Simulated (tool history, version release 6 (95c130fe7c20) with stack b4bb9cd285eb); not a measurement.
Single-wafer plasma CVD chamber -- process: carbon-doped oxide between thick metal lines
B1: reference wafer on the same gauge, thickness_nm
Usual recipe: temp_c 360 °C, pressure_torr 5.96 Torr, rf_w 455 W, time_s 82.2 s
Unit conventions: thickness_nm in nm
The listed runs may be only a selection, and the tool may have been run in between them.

{"run": 1, "day": 0.0, "temp_c": 360, "pressure_torr": 5.96, "rf_w": 455, "time_s": 82.2, "B1": 319.542, "thickness_nm": 356.601}
{"run": 2, "day": 3.908, "temp_c": 360, "pressure_torr": 5.96, "rf_w": 455, "time_s": 82.2, "B1": 318.745, "thickness_nm": 356.228}
{"run": 3, "day": 7.421, "temp_c": 360, "pressure_torr": 5.96, "rf_w": 455, "time_s": 82.2, "B1": 318.798, "thickness_nm": 356.803}
{"run": 4, "day": 10.371, "temp_c": 360, "pressure_torr": 5.96, "rf_w": 455, "time_s": 82.2, "B1": 318.999, "thickness_nm": 355.69}
{"run": 5, "day": 12.196, "temp_c": 360, "pressure_torr": 5.96, "rf_w": 455, "time_s": 82.2, "B1": 318.945, "thickness_nm": 353.852}
{"day": 17.679, "done": "capacitance manometer re-zeroed and calibrated"}
{"run": 6, "day": 23.421, "temp_c": 360, "pressure_torr": 5.96, "rf_w": 455, "time_s": 82.2, "B1": 319.063, "thickness_nm": 353.467}
{"run": 7, "day": 27.404, "temp_c": 360, "pressure_torr": 5.96, "rf_w": 455, "time_s": 82.2, "B1": 318.99, "thickness_nm": 351.825}
{"run": 8, "day": 31.338, "temp_c": 360, "pressure_torr": 5.96, "rf_w": 455, "time_s": 82.2, "B1": 318.899, "thickness_nm": 352.556}
{"run": 9, "day": 35.475, "temp_c": 360, "pressure_torr": 5.96, "rf_w": 455, "time_s": 82.2, "B1": 319.089, "thickness_nm": 352.114}
{"run": 10, "day": 38.088, "temp_c": 360, "pressure_torr": 5.96, "rf_w": 455, "time_s": 82.2, "B1": 319.369, "thickness_nm": 351.348}
{"run": 11, "day": 40.0, "temp_c": 346, "pressure_torr": 5.96, "rf_w": 505, "time_s": 82.2, "B1": 319.254, "thickness_nm": 401.317}

For run 12, what comes out?
{"run": 12, "day": 42.9, "temp_c": 360, "pressure_torr": 5.3, "rf_w": 455, "time_s": 91.5, "B1": "?", "thickness_nm": "?"}

B1: 318.708
thickness_nm: 384.128 nm
Were there no unlogged condition in the tool, this run, its random variation unchanged, would have produced thickness_nm 401.012 nm.

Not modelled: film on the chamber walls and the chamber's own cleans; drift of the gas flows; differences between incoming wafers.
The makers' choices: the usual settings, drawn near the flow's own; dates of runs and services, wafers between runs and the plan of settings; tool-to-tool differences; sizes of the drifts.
